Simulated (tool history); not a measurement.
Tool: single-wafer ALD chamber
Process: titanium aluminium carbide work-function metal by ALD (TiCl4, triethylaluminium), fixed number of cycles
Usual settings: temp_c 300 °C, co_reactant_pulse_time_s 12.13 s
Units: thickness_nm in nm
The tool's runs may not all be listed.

run     day  temp_c  co_reactant_pulse_time_s  read-back reference wafer on the same gauge, thickness_nm  thickness_nm
  1   0.000     303                      9.32                                                      2.612         2.166
  2   0.729     306                      8.59                                                      2.610         2.172
  3   2.162     296                     12.13                                                      2.610         2.184
  4   2.683     300                     12.13                                                      2.612         2.203
  5   2.971     300                     12.13                                                      2.607         2.211
  6   3.712     311                     15.68                                                      2.612         2.357
  7   3.983     308                     12.13                                                      2.610         2.286
  8   4.596     308                     12.13                                                      2.609         2.278
  9   4.925     300                     12.13                                                      2.609         2.221
      5.267  -- showerhead replaced
 10   5.650     295                     15.52                                                      2.611         2.215
 11   6.246     311                     14.66                                                      2.608         2.344
 12   6.583     300                     12.13                                                      2.608         2.215
 13   7.075     296                      9.39                                                      2.609         2.096
      7.546  -- triethylaluminium bottle replaced
 14   7.567     300                      7.74                                                      2.614         1.852
 15   8.079     309                     10.40                                                      2.609         2.103
 16   8.638     300                     12.13                                                      2.609         2.093
      9.258  -- thermocouple changed; heater temperature recalibrated
 17   9.279     314                      9.63                                                      2.611         2.099
 18   9.700     294                     13.50                                                      2.610         2.102
 19  10.221     300                     12.13                                                      2.610         2.103
 20  10.888     306                      8.94                                                      2.609         1.979
 21  11.183     300                     12.13                                                      2.606         2.097
     11.288  -- gauge calibrated
 22  11.708     286                      7.86                                                      2.606         1.759
 23  12.392     315                     13.55                                                      2.608         2.265
 24  12.804     300                     14.31                                                      2.609         2.159
 25  13.138     293                      9.39                                                      2.611         1.911
 26  13.392     310                     12.13                                                      2.610         2.167
     13.867  -- triethylaluminium bottle replaced, repeated, since the last time left the tool worse
 27  13.888     285                     12.13                                                      2.610         2.122
 28  14.250     300                     12.13                                                      2.610         2.263
 29  14.571     304                     10.22                                                      2.613         2.264
 30  14.900     305                     15.05                                                      2.610         2.327
 31  15.483     291                     16.59                                                      2.606         2.199
 32  16.221     300                     16.71                                                      2.609         2.290
 33  16.717     292                      8.78                                                      2.612         2.125

Forecast each of these 4 alternatives for the next run:
  A  16.733     300                     12.13                                                          ?             ?
  B  16.733     286                     15.77                                                          ?             ?
  C  16.733     300                     13.49                                                          ?             ?
  D  16.733     293                     12.13                                                          ?             ?

run  read-back reference wafer on the same gauge, thickness_nm  thickness_nm
  A                                                      2.608         2.251
  B                                                      2.608         2.155
  C                                                      2.608         2.264
  D                                                      2.608         2.191
Without the tool's hidden state the same runs would have given:
run  thickness_nm
  A         2.253
  B         2.156
  C         2.265
  D         2.193

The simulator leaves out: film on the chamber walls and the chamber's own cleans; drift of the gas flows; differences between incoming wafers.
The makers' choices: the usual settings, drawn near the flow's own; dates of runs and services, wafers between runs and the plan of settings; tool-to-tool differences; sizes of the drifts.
